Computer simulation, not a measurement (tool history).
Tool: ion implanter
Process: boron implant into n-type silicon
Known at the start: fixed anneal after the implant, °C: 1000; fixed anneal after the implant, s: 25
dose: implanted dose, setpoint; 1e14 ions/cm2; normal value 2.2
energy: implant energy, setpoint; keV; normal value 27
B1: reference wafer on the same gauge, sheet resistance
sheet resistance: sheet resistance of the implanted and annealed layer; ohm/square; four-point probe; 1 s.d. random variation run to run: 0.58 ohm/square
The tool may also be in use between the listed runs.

{"run": 1, "day": 0.0, "dose": 2.2, "energy": 33, "B1": 400.94, "sheet resistance": 380.94}
{"run": 2, "day": 1.392, "dose": 2.2, "energy": 27, "B1": 401.1, "sheet resistance": 390.96}
{"run": 3, "day": 2.842, "dose": 2.2, "energy": 27, "B1": 401.18, "sheet resistance": 390.57}
{"run": 4, "day": 3.867, "dose": 2.2, "energy": 27, "B1": 400.83, "sheet resistance": 391.26}
{"run": 5, "day": 5.629, "dose": 2.2, "energy": 27, "B1": 401.02, "sheet resistance": 389.24}
{"run": 6, "day": 6.95, "dose": 2.2, "energy": 30, "B1": 401.03, "sheet resistance": 386.92}
{"run": 7, "day": 8.712, "dose": 2.2, "energy": 30, "B1": 401.05, "sheet resistance": 386.06}
{"run": 8, "day": 9.921, "dose": 2.2, "energy": 27, "B1": 400.93, "sheet resistance": 391.64}
{"run": 9, "day": 11.525, "dose": 2.2, "energy": 27, "B1": 400.97, "sheet resistance": 392.51}
{"run": 10, "day": 13.021, "dose": 2.2, "energy": 27, "B1": 400.89, "sheet resistance": 392.62}
{"run": 11, "day": 21.975, "dose": 1.99, "energy": 23, "B1": 400.94, "sheet resistance": 433.23}
{"day": 23.325, "done": "extraction supply calibrated"}
{"run": 12, "day": 23.346, "dose": 1.99, "energy": 23, "B1": 400.94, "sheet resistance": 432.85}
{"run": 13, "day": 25.25, "dose": 2.2, "energy": 27, "B1": 401.17, "sheet resistance": 393.49}
{"run": 14, "day": 27.904, "dose": 2.2, "energy": 27, "B1": 401.2, "sheet resistance": 394.03}
{"day": 27.929, "done": "gauge calibrated"}
{"run": 15, "day": 30.75, "dose": 2.2, "energy": 27, "B1": 400.91, "sheet resistance": 394.62}
{"run": 16, "day": 32.171, "dose": 2.2, "energy": 29.5, "B1": 400.86, "sheet resistance": 390.64}
{"run": 17, "day": 33.629, "dose": 2.2, "energy": 27, "B1": 401.01, "sheet resistance": 393.54}
{"run": 18, "day": 36.125, "dose": 2.63, "energy": 23.5, "B1": 401.01, "sheet resistance": 350.2}
{"run": 19, "day": 38.488, "dose": 1.78, "energy": 27, "B1": 400.98, "sheet resistance": 466.76}
{"run": 20, "day": 39.738, "dose": 2.2, "energy": 27, "B1": 401.03, "sheet resistance": 397.02}
{"day": 45.05, "done": "Faraday cup replaced and dose calibrated"}
{"run": 21, "day": 47.083, "dose": 2.72, "energy": 19, "B1": 401.12, "sheet resistance": 342.74}
{"run": 22, "day": 48.162, "dose": 2.56, "energy": 24.5, "B1": 400.99, "sheet resistance": 350.64}
{"run": 23, "day": 49.479, "dose": 1.93, "energy": 27, "B1": 400.91, "sheet resistance": 431.2}
{"run": 24, "day": 50.988, "dose": 2.2, "energy": 18.5, "B1": 401.05, "sheet resistance": 407.16}
{"run": 25, "day": 52.258, "dose": 1.83, "energy": 19.5, "B1": 400.92, "sheet resistance": 469.78}
{"run": 26, "day": 57.633, "dose": 2.2, "energy": 27, "B1": 401.11, "sheet resistance": 391.12}
{"run": 27, "day": 60.017, "dose": 2.2, "energy": 27, "B1": 401.18, "sheet resistance": 389.65}
{"run": 28, "day": 62.538, "dose": 2.2, "energy": 33.5, "B1": 401.1, "sheet resistance": 379.61}
{"run": 29, "day": 65.142, "dose": 1.65, "energy": 33, "B1": 401.02, "sheet resistance": 472.92}
{"run": 30, "day": 66.412, "dose": 2.2, "energy": 32, "B1": 400.85, "sheet resistance": 382.26}

Predict each of these 3 candidate next runs independently; none follows another, all start after run 30:
{"run": "A", "day": 66.429, "dose": 2.2, "energy": 30.5, "B1": "?", "sheet resistance": "?"}
{"run": "B", "day": 66.429, "dose": 2.2, "energy": 21.5, "B1": "?", "sheet resistance": "?"}
{"run": "C", "day": 66.429, "dose": 2.8, "energy": 30, "B1": "?", "sheet resistance": "?"}

run=A B1=401.12 sheet_resistance=385.05
run=B B1=401.12 sheet_resistance=401.56
run=C B1=401.12 sheet_resistance=320.23
Stripped of hidden state, with their random variation kept, the same runs would have yielded:
run=A sheet_resistance=383.71
run=B sheet_resistance=400.1
run=C sheet_resistance=319.09
